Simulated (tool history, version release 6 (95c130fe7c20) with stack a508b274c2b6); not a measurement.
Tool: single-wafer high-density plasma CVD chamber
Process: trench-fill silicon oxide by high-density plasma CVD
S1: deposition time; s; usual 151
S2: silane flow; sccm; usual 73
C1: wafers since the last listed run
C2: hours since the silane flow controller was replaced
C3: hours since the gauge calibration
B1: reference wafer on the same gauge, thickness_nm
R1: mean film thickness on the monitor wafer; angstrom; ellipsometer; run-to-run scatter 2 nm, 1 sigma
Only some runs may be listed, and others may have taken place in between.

Run 1, day 0: usual settings; C1 0; C2 1765.6; C3 76.1; B1 1150.681. Result: R1 12411.89 angstrom.
Run 2, day 0.696: usual settings; C1 136; C2 1782.3; C3 92.8; B1 1149.516. Result: R1 12428.11 angstrom.
Run 3, day 1.35: usual settings; C1 128; C2 1798; C3 108.5; B1 1150.126. Result: R1 12457.42 angstrom.
Run 4, day 1.629: usual settings; C1 54; C2 1804.7; C3 115.2; B1 1149.698. Result: R1 12441.54 angstrom.
Run 5, day 2.3: usual settings; C1 131; C2 1820.8; C3 131.3; B1 1150.274. Result: R1 12460.98 angstrom.
Run 6, day 2.688: usual settings; C1 76; C2 1830.1; C3 140.6; B1 1150.896. Result: R1 12468.91 angstrom.
At day 3.3: silane flow controller replaced.
Run 7, day 3.321: usual settings; C1 58; C2 0.5; C3 155.8; B1 1149.722. Result: R1 12932.33 angstrom.
At day 3.938: gauge calibrated.
Run 8, day 4.617: usual settings; C1 254; C2 31.6; C3 16.3; B1 1149.85. Result: R1 12983.05 angstrom.
Run 9, day 5: usual settings; C1 75; C2 40.8; C3 25.5; B1 1149.569. Result: R1 12903.25 angstrom.
At day 5.404: silane flow controller replaced, repeated, since the last time left the tool worse.
Run 10, day 5.517: usual settings but S1 134 s; C1 36; C2 2.7; C3 37.9; B1 1149.976. Result: R1 10618.73 angstrom.
Run 11, day 5.958: usual settings but S2 84 sccm; C1 86; C2 13.3; C3 48.5; B1 1150.023. Result: R1 13796.44 angstrom.
Run 12, day 6.329: usual settings but S1 126 s; C1 72; C2 22.2; C3 57.4; B1 1149.687. Result: R1 10001.61 angstrom.
Run 13, day 6.854: usual settings but S1 181 s, S2 66 sccm; C1 103; C2 34.8; C3 70; B1 1149.729. Result: R1 13016.54 angstrom.
Run 14, day 7.517: usual settings; C1 130; C2 50.7; C3 85.9; B1 1150.15. Result: R1 11998.2 angstrom.
Run 15, day 8.142: usual settings but S1 127 s, S2 59 sccm; C1 122; C2 65.7; C3 100.9; B1 1150.428. Result: R1 8158 angstrom.
Run 16, day 8.754: usual settings but S1 138 s, S2 67 sccm; C1 120; C2 80.4; C3 115.6; B1 1149.653. Result: R1 10055.01 angstrom.
Run 17, day 9.471: usual settings; C1 140; C2 97.6; C3 132.8; B1 1150.658. Result: R1 11991.23 angstrom.
Run 18, day 9.779: usual settings but S2 84 sccm; C1 60; C2 105; C3 140.2; B1 1150.126. Result: R1 13820.15 angstrom.
Run 19, day 10.288: usual settings but S2 60 sccm; C1 99; C2 117.2; C3 152.4; B1 1150.128. Result: R1 9871.26 angstrom.

Below are 4 alternative next runs, each starting from the tool's condition after run 19. Predict each:
Run A, day 10.304: usual settings but S1 162 s; C1 3; C2 117.6; C3 152.8; B1 ?. Result: R1 ?.
Run B, day 10.304: usual settings but S1 162 s, S2 67 sccm; C1 3; C2 117.6; C3 152.8; B1 ?. Result: R1 ?.
Run C, day 10.304: usual settings but S1 142 s, S2 80 sccm; C1 3; C2 117.6; C3 152.8; B1 ?. Result: R1 ?.
Run D, day 10.304: usual settings but S1 181 s, S2 86 sccm; C1 3; C2 117.6; C3 152.8; B1 ?. Result: R1 ?.

run        B1        R1
  A  1150.031  12873.47
  B  1150.031  11815.38
  C  1150.031   12366.2
  D  1150.031  16944.74
Take away the tool's hidden state, keep each run's random variation, and the runs would have read:
run        R1
  A   12867.1
  B  11809.53
  C  12360.07
  D  16936.35
